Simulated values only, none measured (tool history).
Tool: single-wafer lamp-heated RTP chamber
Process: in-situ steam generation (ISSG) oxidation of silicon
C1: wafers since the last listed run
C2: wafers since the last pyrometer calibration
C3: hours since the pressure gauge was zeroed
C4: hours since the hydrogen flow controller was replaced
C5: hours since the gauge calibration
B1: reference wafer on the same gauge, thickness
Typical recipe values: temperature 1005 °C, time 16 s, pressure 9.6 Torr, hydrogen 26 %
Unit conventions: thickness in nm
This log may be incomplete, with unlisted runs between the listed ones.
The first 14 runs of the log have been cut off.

{"run": 15, "hour": 900.3, "temperature": 1022, "time": 11, "pressure": 9.1, "hydrogen": 30, "C1": 479, "C2": 1556, "C3": 623.1, "C4": 35.9, "C5": 2037.0, "B1": 5.581, "thickness": 4.646}
{"run": 16, "hour": 966.4, "temperature": 1005, "time": 16, "pressure": 9.6, "hydrogen": 26, "C1": 895, "C2": 2452, "C3": 689.2, "C4": 102.0, "C5": 2103.1, "B1": 5.58, "thickness": 4.9}
{"run": 17, "hour": 1021.3, "temperature": 1005, "time": 16, "pressure": 9.6, "hydrogen": 26, "C1": 744, "C2": 3196, "C3": 744.1, "C4": 156.9, "C5": 2158.0, "B1": 5.578, "thickness": 4.918}
{"hour": 1069.6, "done": "gauge calibrated"}
{"run": 18, "hour": 1116.3, "temperature": 1005, "time": 14, "pressure": 8.5, "hydrogen": 19, "C1": 1287, "C2": 4483, "C3": 839.1, "C4": 251.9, "C5": 46.7, "B1": 5.581, "thickness": 4.354}
{"run": 19, "hour": 1208.5, "temperature": 1005, "time": 16, "pressure": 9.6, "hydrogen": 26, "C1": 1249, "C2": 5733, "C3": 931.3, "C4": 344.1, "C5": 138.9, "B1": 5.582, "thickness": 4.915}
{"run": 20, "hour": 1294.3, "temperature": 1005, "time": 16, "pressure": 10.2, "hydrogen": 26, "C1": 1162, "C2": 6896, "C3": 1017.1, "C4": 429.9, "C5": 224.7, "B1": 5.582, "thickness": 4.887}
{"hour": 1391.9, "done": "pyrometer window cleaned and pyrometer calibrated"}
{"run": 21, "hour": 1401.6, "temperature": 1005, "time": 19, "pressure": 8.5, "hydrogen": 31, "C1": 1345, "C2": 130, "C3": 1124.4, "C4": 537.2, "C5": 332.0, "B1": 5.581, "thickness": 5.617}
{"run": 22, "hour": 1486.3, "temperature": 1005, "time": 16, "pressure": 9.2, "hydrogen": 26, "C1": 1147, "C2": 1278, "C3": 1209.1, "C4": 621.9, "C5": 416.7, "B1": 5.578, "thickness": 4.948}
{"run": 23, "hour": 1576.9, "temperature": 1005, "time": 16, "pressure": 9.6, "hydrogen": 32, "C1": 1227, "C2": 2506, "C3": 1299.7, "C4": 712.5, "C5": 507.3, "B1": 5.581, "thickness": 5.177}
{"run": 24, "hour": 1669.6, "temperature": 1013, "time": 19, "pressure": 9.6, "hydrogen": 26, "C1": 1256, "C2": 3763, "C3": 1392.4, "C4": 805.2, "C5": 600.0, "B1": 5.583, "thickness": 5.53}
{"run": 25, "hour": 1847.9, "temperature": 1005, "time": 19, "pressure": 9.6, "hydrogen": 26, "C1": 2416, "C2": 6179, "C3": 1570.7, "C4": 983.5, "C5": 778.3, "B1": 5.58, "thickness": 5.337}
{"run": 26, "hour": 1929.9, "temperature": 1005, "time": 16, "pressure": 10.2, "hydrogen": 16, "C1": 1111, "C2": 7290, "C3": 1652.7, "C4": 1065.5, "C5": 860.3, "B1": 5.579, "thickness": 4.394}
{"run": 27, "hour": 2018.0, "temperature": 1005, "time": 22, "pressure": 9.6, "hydrogen": 26, "C1": 1194, "C2": 8484, "C3": 1740.8, "C4": 1153.6, "C5": 948.4, "B1": 5.58, "thickness": 5.713}
{"hour": 2101.4, "done": "pyrometer window cleaned and pyrometer calibrated"}
{"run": 28, "hour": 2101.9, "temperature": 1005, "time": 16, "pressure": 9.6, "hydrogen": 29, "C1": 1028, "C2": 7, "C3": 1824.7, "C4": 1237.5, "C5": 1032.3, "B1": 5.582, "thickness": 5.033}
{"run": 29, "hour": 2206.0, "temperature": 1022, "time": 16, "pressure": 10.2, "hydrogen": 26, "C1": 1410, "C2": 1418, "C3": 1928.8, "C4": 1341.6, "C5": 1136.4, "B1": 5.581, "thickness": 5.206}
{"run": 30, "hour": 2298.2, "temperature": 1020, "time": 22, "pressure": 9.6, "hydrogen": 26, "C1": 1249, "C2": 2667, "C3": 2021.0, "C4": 1433.8, "C5": 1228.6, "B1": 5.579, "thickness": 6.128}
{"run": 31, "hour": 2398.7, "temperature": 1005, "time": 16, "pressure": 10.2, "hydrogen": 31, "C1": 1362, "C2": 4029, "C3": 2121.5, "C4": 1534.3, "C5": 1329.1, "B1": 5.579, "thickness": 5.079}

4 options for the next run, each taken on its own from the tool as it stands now. Forecast them:
{"run": "A", "hour": 2399.1, "temperature": 1005, "time": 12, "pressure": 9.6, "hydrogen": 26, "C1": 5, "C2": 4035, "C3": 2121.9, "C4": 1534.7, "C5": 1329.5, "B1": "?", "thickness": "?"}
{"run": "B", "hour": 2399.1, "temperature": 1024, "time": 16, "pressure": 8.3, "hydrogen": 26, "C1": 5, "C2": 4035, "C3": 2121.9, "C4": 1534.7, "C5": 1329.5, "B1": "?", "thickness": "?"}
{"run": "C", "hour": 2399.1, "temperature": 1012, "time": 12, "pressure": 10.2, "hydrogen": 26, "C1": 5, "C2": 4035, "C3": 2121.9, "C4": 1534.7, "C5": 1329.5, "B1": "?", "thickness": "?"}
{"run": "D", "hour": 2399.1, "temperature": 998, "time": 16, "pressure": 9.6, "hydrogen": 26, "C1": 5, "C2": 4035, "C3": 2121.9, "C4": 1534.7, "C5": 1329.5, "B1": "?", "thickness": "?"}

run=A B1=5.578 thickness=4.347
run=B B1=5.578 thickness=5.432
run=C B1=5.578 thickness=4.405
run=D B1=5.578 thickness=4.801
With no hidden state in the tool, these same runs would have given:
run=A thickness=4.296
run=B thickness=5.379
run=C thickness=4.347
run=D thickness=4.744
